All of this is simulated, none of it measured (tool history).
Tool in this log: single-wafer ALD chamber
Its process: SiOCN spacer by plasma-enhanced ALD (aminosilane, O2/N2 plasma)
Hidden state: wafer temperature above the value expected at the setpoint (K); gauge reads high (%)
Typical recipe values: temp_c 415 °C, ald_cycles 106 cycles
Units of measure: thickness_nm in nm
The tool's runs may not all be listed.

run,day,temp_c,ald_cycles,wafers since the last listed run,hours since the last thermocouple change,hours since the gauge calibration,"read-back reference wafer on the same gauge, thickness_nm",thickness_nm
1,0,406,99,0,99.6,2693.3,6.697,6.002
2,2.838,415,106,163,167.7,2761.4,6.703,6.212
3,6.346,415,106,201,251.9,2845.6,6.7,6.248
4,7.988,415,91,94,291.3,2885,6.7,5.359
5,11.017,415,91,174,364,2957.7,6.699,5.378
6,21.346,415,91,593,611.9,3205.6,6.7,5.393
7,24.408,408,106,175,685.4,3279.1,6.705,6.418
8,27.479,408,106,176,759.1,3352.8,6.699,6.424
9,29.438,415,106,112,806.1,3399.8,6.698,6.253
10,32.946,415,106,201,890.3,3484,6.699,6.272
# day 41.975: thermocouple changed; heater temperature recalibrated
11,42.054,415,106,504,1.9,3702.6,6.697,6.182
12,46.171,415,89,236,100.7,3801.4,6.703,5.2
13,48.042,409,110,107,145.6,3846.3,6.698,6.602
14,51.9,415,115,221,238.2,3938.9,6.703,6.746
15,55.829,415,121,225,332.5,4033.2,6.7,7.118
16,59.675,415,121,220,424.8,4125.5,6.696,7.158
17,63.388,415,106,213,513.9,4214.6,6.705,6.269
18,66.533,415,106,180,589.4,4290.1,6.705,6.277
19,70.65,415,89,236,688.2,4388.9,6.701,5.245
# day 74.204: gauge calibrated
20,74.983,415,106,248,792.2,18.7,6.698,6.271
21,78.217,421,124,185,869.8,96.3,6.704,7.18
22,81.738,415,106,202,954.3,180.8,6.696,6.244
23,83.75,415,106,115,1002.6,229.1,6.704,6.314
24,85.575,421,118,104,1046.4,272.9,6.7,6.825
25,89.692,427,115,236,1145.2,371.7,6.697,6.538
# day 91.371: thermocouple changed; heater temperature recalibrated
26,93.475,407,96,198,50.5,462.5,6.703,5.753
27,95.508,404,119,116,99.3,511.3,6.698,7.246
28,97.912,415,106,138,157,569,6.704,6.227
29,101.242,401,92,191,236.9,648.9,6.699,5.623
30,109.517,415,123,475,435.5,847.5,6.704,7.268
31,112.225,403,85,155,500.5,912.5,6.7,5.197
32,116.283,411,88,233,597.9,1009.9,6.701,5.28
33,120.238,428,106,227,692.8,1104.8,6.699,5.992
34,123.925,415,106,211,781.3,1193.3,6.697,6.264
35,126.75,402,93,162,849.1,1261.1,6.698,5.634
36,130.567,406,96,219,940.7,1352.7,6.692,5.87
# day 139.429: thermocouple changed; heater temperature recalibrated
37,141.579,428,100,613,51.6,1617,6.698,5.581

Below are 4 alternative next runs, each starting from the tool's condition after run 37. Predict each:
A,141.604,424,106,1,52.2,1617.6,?,?
B,141.604,404,99,1,52.2,1617.6,?,?
C,141.604,420,92,1,52.2,1617.6,?,?
D,141.604,401,116,1,52.2,1617.6,?,?

run,"read-back reference wafer on the same gauge, thickness_nm",thickness_nm
A,6.703,5.961
B,6.703,5.978
C,6.703,5.25
D,6.703,7.035
Without the tool's unlogged condition, the same runs would have read:
run,thickness_nm
A,5.942
B,5.96
C,5.233
D,7.035

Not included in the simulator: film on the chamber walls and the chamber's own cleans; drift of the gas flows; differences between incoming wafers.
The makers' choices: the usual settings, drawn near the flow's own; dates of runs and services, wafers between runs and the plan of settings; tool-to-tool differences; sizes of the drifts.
